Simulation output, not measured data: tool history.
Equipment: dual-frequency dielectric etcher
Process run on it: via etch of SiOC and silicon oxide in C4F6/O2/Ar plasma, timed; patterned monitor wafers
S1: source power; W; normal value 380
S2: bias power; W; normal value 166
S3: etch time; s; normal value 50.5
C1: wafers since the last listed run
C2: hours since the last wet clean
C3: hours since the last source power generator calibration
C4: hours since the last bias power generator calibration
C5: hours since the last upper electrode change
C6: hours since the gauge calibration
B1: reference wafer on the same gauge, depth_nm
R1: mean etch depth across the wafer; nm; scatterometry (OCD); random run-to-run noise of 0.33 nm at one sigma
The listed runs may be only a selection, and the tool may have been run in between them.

run 1 hour=0.0 | S1=380 S2=166 S3=50.5 | C1=0 C2=370.6 C3=2978.8 C4=5588.9 C5=3238.7 C6=186.0 | B1=55.5 | R1=59.4
run 2 hour=16.7 | S1=380 S2=166 S3=50.5 | C1=267 C2=387.3 C3=2995.5 C4=5605.6 C5=3255.4 C6=202.7 | B1=55.5 | R1=58.7
run 3 hour=28.5 | S1=380 S2=166 S3=50.5 | C1=189 C2=399.1 C3=3007.3 C4=5617.4 C5=3267.2 C6=214.5 | B1=55.5 | R1=58.4
run 4 hour=40.1 | S1=380 S2=166 S3=50.5 | C1=186 C2=410.7 C3=3018.9 C4=5629.0 C5=3278.8 C6=226.1 | B1=55.5 | R1=58.4
-- hour=54.2 bias power generator calibrated
run 5 hour=54.7 | S1=380 S2=166 S3=50.5 | C1=170 C2=425.3 C3=3033.5 C4=0.5 C5=3293.4 C6=240.7 | B1=55.4 | R1=58.1
run 6 hour=60.6 | S1=380 S2=166 S3=50.5 | C1=94 C2=431.2 C3=3039.4 C4=6.4 C5=3299.3 C6=246.6 | B1=55.5 | R1=58.7
run 7 hour=69.5 | S1=380 S2=166 S3=50.5 | C1=142 C2=440.1 C3=3048.3 C4=15.3 C5=3308.2 C6=255.5 | B1=55.5 | R1=58.2
run 8 hour=76.6 | S1=380 S2=166 S3=50.5 | C1=113 C2=447.2 C3=3055.4 C4=22.4 C5=3315.3 C6=262.6 | B1=55.4 | R1=58.6
run 9 hour=92.0 | S1=380 S2=166 S3=50.5 | C1=247 C2=462.6 C3=3070.8 C4=37.8 C5=3330.7 C6=278.0 | B1=55.5 | R1=58.1
run 10 hour=104.8 | S1=380 S2=166 S3=50.5 | C1=205 C2=475.4 C3=3083.6 C4=50.6 C5=3343.5 C6=290.8 | B1=55.6 | R1=57.7
run 11 hour=120.0 | S1=380 S2=166 S3=50.5 | C1=243 C2=490.6 C3=3098.8 C4=65.8 C5=3358.7 C6=306.0 | B1=55.5 | R1=57.8
-- hour=157.2 wet clean of the chamber
run 12 hour=157.7 | S1=380 S2=166 S3=56.0 | C1=219 C2=0.5 C3=3136.5 C4=103.5 C5=3396.4 C6=343.7 | B1=55.5 | R1=67.7
run 13 hour=158.1 | S1=380 S2=166 S3=50.5 | C1=6 C2=0.9 C3=3136.9 C4=103.9 C5=3396.8 C6=344.1 | B1=55.5 | R1=61.2
run 14 hour=158.4 | S1=420 S2=166 S3=42.0 | C1=4 C2=1.2 C3=3137.2 C4=104.2 C5=3397.1 C6=344.4 | B1=55.5 | R1=54.2
run 15 hour=166.8 | S1=380 S2=166 S3=50.5 | C1=134 C2=9.6 C3=3145.6 C4=112.6 C5=3405.5 C6=352.8 | B1=55.5 | R1=61.2
run 16 hour=180.2 | S1=340 S2=139 S3=45.0 | C1=214 C2=23.0 C3=3159.0 C4=126.0 C5=3418.9 C6=366.2 | B1=55.5 | R1=48.9
run 17 hour=188.5 | S1=350 S2=166 S3=45.0 | C1=133 C2=31.3 C3=3167.3 C4=134.3 C5=3427.2 C6=374.5 | B1=55.6 | R1=51.0
run 18 hour=200.0 | S1=380 S2=166 S3=50.5 | C1=184 C2=42.8 C3=3178.8 C4=145.8 C5=3438.7 C6=386.0 | B1=55.5 | R1=60.8
run 19 hour=210.8 | S1=380 S2=132 S3=46.0 | C1=173 C2=53.6 C3=3189.6 C4=156.6 C5=3449.5 C6=396.8 | B1=55.5 | R1=52.9
run 20 hour=219.6 | S1=380 S2=166 S3=46.5 | C1=141 C2=62.4 C3=3198.4 C4=165.4 C5=3458.3 C6=405.6 | B1=55.4 | R1=55.8
-- hour=252.6 gauge calibrated
-- hour=254.5 upper electrode replaced
run 21 hour=255.0 | S1=450 S2=147 S3=55.0 | C1=182 C2=97.8 C3=3233.8 C4=200.8 C5=0.5 C6=2.4 | B1=55.4 | R1=70.9
run 22 hour=255.3 | S1=310 S2=149 S3=39.0 | C1=4 C2=98.1 C3=3234.1 C4=201.1 C5=0.8 C6=2.7 | B1=55.5 | R1=40.2
run 23 hour=255.7 | S1=380 S2=166 S3=46.0 | C1=6 C2=98.5 C3=3234.5 C4=201.5 C5=1.2 C6=3.1 | B1=55.5 | R1=55.1
-- hour=264.3 source power generator calibrated
run 24 hour=265.6 | S1=450 S2=147 S3=55.0 | C1=94 C2=108.4 C3=1.3 C4=211.4 C5=11.1 C6=13.0 | B1=55.5 | R1=70.9
run 25 hour=276.6 | S1=380 S2=166 S3=50.5 | C1=176 C2=119.4 C3=12.3 C4=222.4 C5=22.1 C6=24.0 | B1=55.6 | R1=60.3
run 26 hour=288.5 | S1=450 S2=166 S3=50.5 | C1=190 C2=131.3 C3=24.2 C4=234.3 C5=34.0 C6=35.9 | B1=55.5 | R1=66.6
run 27 hour=300.4 | S1=380 S2=204 S3=50.5 | C1=190 C2=143.2 C3=36.1 C4=246.2 C5=45.9 C6=47.8 | B1=55.4 | R1=63.1
run 28 hour=318.1 | S1=380 S2=183 S3=62.0 | C1=283 C2=160.9 C3=53.8 C4=263.9 C5=63.6 C6=65.5 | B1=55.5 | R1=75.5
run 29 hour=335.8 | S1=380 S2=166 S3=50.5 | C1=283 C2=178.6 C3=71.5 C4=281.6 C5=81.3 C6=83.2 | B1=55.5 | R1=60.0
run 30 hour=349.9 | S1=380 S2=166 S3=50.5 | C1=226 C2=192.7 C3=85.6 C4=295.7 C5=95.4 C6=97.3 | B1=55.5 | R1=60.0
run 31 hour=356.2 | S1=380 S2=166 S3=50.5 | C1=101 C2=199.0 C3=91.9 C4=302.0 C5=101.7 C6=103.6 | B1=55.5 | R1=59.9

Run-by-run hidden state of the tool:
source power that arrives over what is set, %: 0 at every run
bias power that arrives over what is set, %: 0 at every run
gauge reads high (%): 0 at every run
H1: etch rate over this chamber's usual, %
run=1 H1=-3.96
run=2 H1=-4.12
run=3 H1=-4.24
run=4 H1=-4.36
run=5 H1=-4.5
run=6 H1=-4.56
run=7 H1=-4.65
run=8 H1=-4.72
run=9 H1=-4.87
run=10 H1=-5
run=11 H1=-5.15
run=12 H1=-0.123
run=13 H1=-0.127
run=14 H1=-0.13
run=15 H1=-0.213
run=16 H1=-0.347
run=17 H1=-0.429
run=18 H1=-0.544
run=19 H1=-0.651
run=20 H1=-0.738
run=21 H1=-1.09
run=22 H1=-1.09
run=23 H1=-1.1
run=24 H1=-1.2
run=25 H1=-1.31
run=26 H1=-1.42
run=27 H1=-1.54
run=28 H1=-1.72
run=29 H1=-1.89
run=30 H1=-2.03
run=31 H1=-2.1
